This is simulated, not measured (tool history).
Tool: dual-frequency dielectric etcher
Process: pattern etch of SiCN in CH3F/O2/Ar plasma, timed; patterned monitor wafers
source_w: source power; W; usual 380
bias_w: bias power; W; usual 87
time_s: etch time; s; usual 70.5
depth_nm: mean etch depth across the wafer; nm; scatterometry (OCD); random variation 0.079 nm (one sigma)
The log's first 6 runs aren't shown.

| run | hour | source_w | bias_w | time_s | read-back reference wafer on the same gauge, depth_nm | depth_nm |
|---|---|---|---|---|---|---|
| 7 | 346.7 | 420 | 87 | 70.5 | 24.22 | 29.06 |
| 8 | 397.4 | 380 | 87 | 70.5 | 24.2 | 27.73 |
| 9 | 424.9 | 380 | 87 | 70.5 | 24.21 | 27.75 |
| 10 | 471.9 | 380 | 87 | 70.5 | 24.18 | 27.77 |
|  | 502.1 | source power generator calibrated |
| 11 | 536.2 | 380 | 87 | 70.5 | 24.19 | 27.73 |
|  | 567.6 | bias power generator calibrated |
|  | 568 | wet clean of the chamber |
| 12 | 604.3 | 420 | 107 | 51.5 | 24.18 | 22.93 |
| 13 | 651.2 | 380 | 87 | 70.5 | 24.2 | 27.85 |
| 14 | 696.6 | 380 | 87 | 70.5 | 24.2 | 27.79 |
| 15 | 750.7 | 380 | 87 | 70.5 | 24.22 | 27.69 |
| 16 | 800.4 | 330 | 108 | 89.5 | 24.2 | 36.27 |
| 17 | 830.5 | 380 | 87 | 77 | 24.21 | 30.28 |
|  | 872.4 | gauge calibrated |
| 18 | 874.1 | 430 | 87 | 70.5 | 24.18 | 29.3 |
|  | 942.7 | wet clean of the chamber |
| 19 | 943.2 | 320 | 71 | 56.5 | 24.21 | 18.94 |
| 20 | 997.8 | 290 | 70 | 70.5 | 24.21 | 22.56 |
| 21 | 1030.1 | 440 | 74 | 85.5 | 24.18 | 33.5 |
|  | 1074.8 | upper electrode replaced |
| 22 | 1079.4 | 410 | 87 | 83 | 24.19 | 33.81 |
| 23 | 1213.2 | 340 | 105 | 57.5 | 24.19 | 23.34 |
| 24 | 1245.5 | 380 | 87 | 63.5 | 24.19 | 25.04 |
| 25 | 1313.5 | 350 | 73 | 91 | 24.17 | 32.34 |
|  | 1379 | wet clean of the chamber |
| 26 | 1379.5 | 420 | 87 | 70.5 | 24.2 | 28.91 |
| 27 | 1388.8 | 460 | 87 | 70.5 | 24.2 | 30.24 |
| 28 | 1458 | 380 | 87 | 70.5 | 24.2 | 27.59 |
| 29 | 1523.8 | 380 | 87 | 70.5 | 24.21 | 27.88 |
| 30 | 1689.6 | 410 | 95 | 83.5 | 24.22 | 35.2 |

Forecast each of these 4 alternatives for the next run:
| A | 1690 | 380 | 87 | 70.5 | ? | ? |
| B | 1690 | 480 | 100 | 58.5 | ? | ? |
| C | 1690 | 380 | 79 | 70.5 | ? | ? |
| D | 1690 | 380 | 99 | 70.5 | ? | ? |

| run | read-back reference wafer on the same gauge, depth_nm | depth_nm |
|---|---|---|
| A | 24.2 | 27.7 |
| B | 24.2 | 26.81 |
| C | 24.2 | 26.64 |
| D | 24.2 | 29.2 |
Without the tool's hidden state the same runs would have given:
| run | depth_nm |
|---|---|
| A | 27.7 |
| B | 26.81 |
| C | 26.64 |
| D | 29.2 |
